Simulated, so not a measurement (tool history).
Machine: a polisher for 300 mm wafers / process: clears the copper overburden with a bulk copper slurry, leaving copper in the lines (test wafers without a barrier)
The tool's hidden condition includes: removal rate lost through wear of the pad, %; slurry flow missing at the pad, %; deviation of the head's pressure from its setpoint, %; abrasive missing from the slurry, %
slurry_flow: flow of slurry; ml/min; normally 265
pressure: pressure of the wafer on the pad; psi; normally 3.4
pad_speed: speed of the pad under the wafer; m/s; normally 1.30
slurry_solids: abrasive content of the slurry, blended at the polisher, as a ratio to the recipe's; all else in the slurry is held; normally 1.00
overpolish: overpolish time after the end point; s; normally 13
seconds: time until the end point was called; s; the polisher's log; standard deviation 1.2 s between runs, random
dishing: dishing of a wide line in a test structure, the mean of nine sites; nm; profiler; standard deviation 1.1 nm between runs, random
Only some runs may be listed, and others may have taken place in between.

run,hour,slurry_flow,pressure,pad_speed,slurry_solids,overpolish,wafers since the last listed run,wafers polished on this pad,hours since the slurry nozzle was cleaned,hours since the head pressure was calibrated,hours since the slurry blender was calibrated,"incoming thickness of the incoming film, nm",seconds,dishing
1,0.0,265,3.4,1.30,1.00,13,0,460,416.1,97.0,141.3,1433.4,108.1,79.6
2,28.0,265,3.4,1.30,1.00,13,134,595,444.1,125.0,169.3,1423.6,107.4,79.2
3,40.7,265,3.4,1.30,1.00,13,60,655,456.8,137.7,182.0,1407.8,105.3,81.8
4,60.1,265,3.4,1.30,1.00,13,92,748,476.2,157.1,201.4,1442.9,106.7,79.1
5,87.6,265,3.4,1.30,1.00,13,131,880,503.7,184.6,228.9,1433.4,110.0,78.0
# hour 111.2: slurry blender recalibrated
6,115.1,265,3.4,1.30,1.00,13,122,1002,531.2,212.1,3.9,1427.5,98.3,82.0
7,141.2,265,3.4,1.30,1.20,13,125,1127,557.3,238.2,30.0,1417.4,93.9,83.7
# hour 150.3: worn pad replaced by a new one
8,164.4,265,3.4,1.30,1.00,13,91,67,580.5,261.4,53.2,1423.2,99.6,79.9
9,187.9,265,3.4,1.30,1.15,13,112,180,604.0,284.9,76.7,1446.6,99.1,82.2
# hour 216.4: slurry nozzle cleaned
10,232.6,200,2.4,1.68,1.00,9,209,389,16.2,329.6,121.4,1418.7,98.5,65.6
11,250.9,265,3.4,1.30,1.00,13,87,477,34.5,347.9,139.7,1392.6,96.8,82.8
# hour 284.1: head pressure recalibrated
12,343.8,265,3.4,1.42,1.00,21,435,912,127.4,59.7,232.6,1389.5,95.3,99.4
# hour 360.6: worn pad replaced by a new one
13,361.2,265,3.4,1.30,1.25,9,64,3,144.8,77.1,250.0,1406.9,102.9,66.3
14,387.6,350,3.4,1.70,1.00,13,126,129,171.2,103.5,276.4,1441.5,81.0,92.2
# hour 392.9: slurry blender recalibrated
15,417.0,225,3.4,1.30,1.00,13,131,260,200.6,132.9,24.1,1428.3,102.2,83.6
16,435.3,170,3.4,1.30,0.75,13,87,348,218.9,151.2,42.4,1435.9,109.3,78.5
17,516.6,265,4.2,1.30,1.20,8,389,737,300.2,232.5,123.7,1391.3,83.5,70.7
18,533.6,175,3.4,1.30,0.80,17,81,819,317.2,249.5,140.7,1402.7,107.0,88.4
19,557.2,265,3.4,1.30,1.00,13,113,932,340.8,273.1,164.3,1412.2,101.7,83.0
# hour 575.1: worn pad replaced by a new one
20,575.6,265,3.4,1.02,1.00,7,68,2,359.2,291.5,182.7,1441.9,132.1,48.7
21,591.4,265,3.4,1.30,1.00,13,75,78,375.0,307.3,198.5,1403.3,99.4,82.9
# hour 616.4: head pressure recalibrated
22,621.1,265,3.4,1.44,1.00,13,132,210,404.7,4.7,228.2,1420.7,99.9,82.2
23,641.0,265,4.2,1.50,0.85,19,95,306,424.6,24.6,248.1,1424.4,84.9,101.2
24,657.6,265,3.4,0.96,1.20,13,79,385,441.2,41.2,264.7,1419.3,143.9,67.9
25,678.7,265,3.4,1.58,1.20,13,101,486,462.3,62.3,285.8,1428.2,87.1,85.7
# hour 690.2: slurry blender recalibrated
26,691.4,265,3.4,1.30,1.10,13,51,538,475.0,75.0,1.2,1446.5,100.4,83.1
27,725.2,265,3.4,1.30,1.00,7,161,700,508.8,108.8,35.0,1436.6,102.5,55.0
28,756.1,265,3.4,1.30,1.00,13,148,848,539.7,139.7,65.9,1420.8,104.3,82.9

Subtracting, for every run, the result it would have given without the tool's unlogged condition from the measured result gives the following. The same run-to-run variation enters both numbers; the gauge's scatter may not:
run,seconds,dishing
1,+5.8,-2.2
2,+6.5,-2.3
3,+6.6,-2.5
4,+7.1,-2.5
5,+8.0,-2.7
6,-1.6,+0.9
7,-1.4,+0.9
8,-1.4,+0.9
9,-1.3,+0.9
10,-1.3,+0.9
11,-1.3,+1.2
12,+6.2,-1.4
13,+7.4,-2.9
14,+6.3,-2.5
15,-1.5,+0.8
16,-1.4,+0.7
17,-0.2,+0.4
18,-0.3,+0.7
19,+0.0,+0.5
20,+0.1,+0.1
21,+0.2,+0.6
22,+8.1,-3.3
23,+7.4,-2.5
24,+13.7,-4.2
25,+8.9,-3.9
26,+1.1,-0.5
27,+1.8,-0.7
28,+2.4,-0.9
